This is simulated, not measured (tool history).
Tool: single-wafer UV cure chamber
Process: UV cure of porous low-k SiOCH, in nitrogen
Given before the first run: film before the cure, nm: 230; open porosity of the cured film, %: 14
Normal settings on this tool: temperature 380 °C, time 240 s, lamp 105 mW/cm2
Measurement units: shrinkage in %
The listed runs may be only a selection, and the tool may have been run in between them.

run,hour,temperature,time,lamp,wafers since the last listed run,hours since the UV bulbs were replaced,wafers since the quartz window was cleaned,shrinkage
1,0,380,240,105,0,2004.6,1176,8.99
2,18.4,380,170,105,201,2023,1377,7.436
# hour 30.8: quartz window cleaned
3,34.8,380,170,105,92,2039.4,43,8.041
4,59.9,380,170,105,275,2064.5,318,7.956
5,81.7,380,280,96,238,2086.3,557,9.39
6,113.5,380,280,96,348,2118.1,906,9.161
7,133.1,380,280,96,214,2137.7,1120,9.059
# hour 168.7: quartz window cleaned
8,169.2,368,240,122,307,2173.8,5,9.797
9,196.7,380,130,105,301,2201.3,306,6.685
10,211.7,380,130,105,164,2216.3,470,6.633
11,224.6,380,285,95,141,2229.2,612,9.107
12,260.5,380,285,95,393,2265.1,1005,8.837
# hour 288.6: quartz window cleaned
13,289.1,374,185,71,225,2293.7,5,6.619
# hour 329.9: UV bulbs replaced
14,368.3,372,240,142,780,38.4,786,11.711
15,384.3,398,340,72,175,54.4,961,10.755
16,417.4,380,240,105,362,87.5,1324,10.094
17,431.4,390,285,105,153,101.5,1477,11.222
# hour 443.8: quartz window cleaned
18,455.9,380,240,120,180,126,132,11.736
19,480.7,380,240,105,271,150.8,403,10.91
20,508.1,397,240,67,300,178.2,704,8.951
21,526.2,373,150,81,198,196.3,902,7.438
22,541.2,380,240,85,164,211.3,1066,9.607
23,556.5,380,295,105,167,226.6,1234,11.175
24,573.6,380,240,105,187,243.7,1421,10.239
# hour 600.8: quartz window cleaned
25,601.3,396,140,119,215,271.4,5,9.452

4 ways to go on from here, each from the tool as it stands after run 25. What would each give?
A,601.7,380,240,105,4,271.8,9,?
B,601.7,373,285,105,4,271.8,9,?
C,601.7,392,315,70,4,271.8,9,?
D,601.7,399,240,105,4,271.8,9,?

run,shrinkage
A,10.76
B,11.388
C,10.391
D,11.089
Take away the tool's hidden state, keep each run's random variation, and the runs would have read:
run,shrinkage
A,11.059
B,11.692
C,10.686
D,11.391
